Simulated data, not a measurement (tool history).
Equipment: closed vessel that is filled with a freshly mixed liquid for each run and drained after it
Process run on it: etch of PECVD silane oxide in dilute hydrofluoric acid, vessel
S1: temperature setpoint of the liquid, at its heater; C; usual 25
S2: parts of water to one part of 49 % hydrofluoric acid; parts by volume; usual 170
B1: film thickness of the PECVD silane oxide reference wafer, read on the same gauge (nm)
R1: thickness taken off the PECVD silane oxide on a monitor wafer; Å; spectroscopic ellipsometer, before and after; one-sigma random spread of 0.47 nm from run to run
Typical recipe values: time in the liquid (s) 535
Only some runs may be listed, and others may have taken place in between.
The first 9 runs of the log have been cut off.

Run 10, day 29.65: usual settings; B1 80. Result: R1 453.3 Å.
Run 11, day 32.408: usual settings; B1 79.99. Result: R1 455.8 Å.
Run 12, day 35.783: usual settings; B1 79.99. Result: R1 448.9 Å.
Run 13, day 40.125: usual settings; B1 80. Result: R1 456.7 Å.
Run 14, day 42.162: usual settings but S2 105 parts by volume; B1 79.99. Result: R1 804.8 Å.
Run 15, day 43.746: usual settings; B1 80.01. Result: R1 454.1 Å.
At day 49.254: hydrofluoric acid flow meter replaced.
Run 16, day 52.658: usual settings; B1 79.99. Result: R1 428.4 Å.
At day 54.196: thermometer replaced.
Run 17, day 55.983: usual settings; B1 80.01. Result: R1 476.4 Å.
Run 18, day 57.579: usual settings; B1 79.97. Result: R1 468.4 Å.
At day 59.938: gauge calibrated.
Run 19, day 60.879: usual settings but S1 30 C; B1 79.99. Result: R1 575.2 Å.
Run 20, day 64.429: usual settings but S1 23.5 C, S2 220 parts by volume; B1 80.01. Result: R1 328.9 Å.
Run 21, day 68.35: usual settings but S1 22.5 C, S2 105 parts by volume, time in the liquid (s) 780; B1 79.98. Result: R1 1118.6 Å.
Run 22, day 72.196: usual settings but S2 200 parts by volume, time in the liquid (s) 280; B1 80.01. Result: R1 206.1 Å.
Run 23, day 75.967: usual settings but S1 30 C, time in the liquid (s) 315; B1 80. Result: R1 327.5 Å.
Run 24, day 77.6: usual settings; B1 80.01. Result: R1 468.1 Å.
Run 25, day 79.288: usual settings but S1 20.5 C, S2 85 parts by volume; B1 80.01. Result: R1 867.8 Å.
Run 26, day 81.35: usual settings; B1 80.01. Result: R1 471.3 Å.
Run 27, day 84.092: usual settings but S1 28.5 C, S2 145 parts by volume, time in the liquid (s) 655; B1 79.98. Result: R1 798.1 Å.
Run 28, day 86.379: usual settings but S1 20.5 C, S2 220 parts by volume, time in the liquid (s) 840; B1 80.02. Result: R1 460.8 Å.
Run 29, day 88.325: usual settings but S2 195 parts by volume, time in the liquid (s) 415; B1 80. Result: R1 309.4 Å.
Run 30, day 92.167: usual settings; B1 80. Result: R1 479.9 Å.
Run 31, day 93.825: usual settings but S1 21.5 C, time in the liquid (s) 215; B1 80.02. Result: R1 165.7 Å.
Run 32, day 95.962: usual settings; B1 80.03. Result: R1 471.6 Å.
Run 33, day 98.308: usual settings but S1 26.5 C; B1 80. Result: R1 500.1 Å.

Forecast each of these 4 alternatives for the next run:
Run A, day 98.342: usual settings but time in the liquid (s) 730; B1 ?. Result: R1 ?.
Run B, day 98.342: usual settings but S1 22 C, S2 225 parts by volume, time in the liquid (s) 790; B1 ?. Result: R1 ?.
Run C, day 98.342: usual settings but S1 23.5 C, S2 125 parts by volume, time in the liquid (s) 780; B1 ?. Result: R1 ?.
Run D, day 98.342: usual settings but S1 23.5 C, time in the liquid (s) 685; B1 ?. Result: R1 ?.

run     B1     R1
  A  80.02  655.9
  B  80.02  452.9
  C  80.02  943.9
  D  80.02  581.1
Stripped of hidden state, with their random variation kept, the same runs would have yielded:
run     R1
  A  652.6
  B  449.9
  C  943.2
  D  578.7
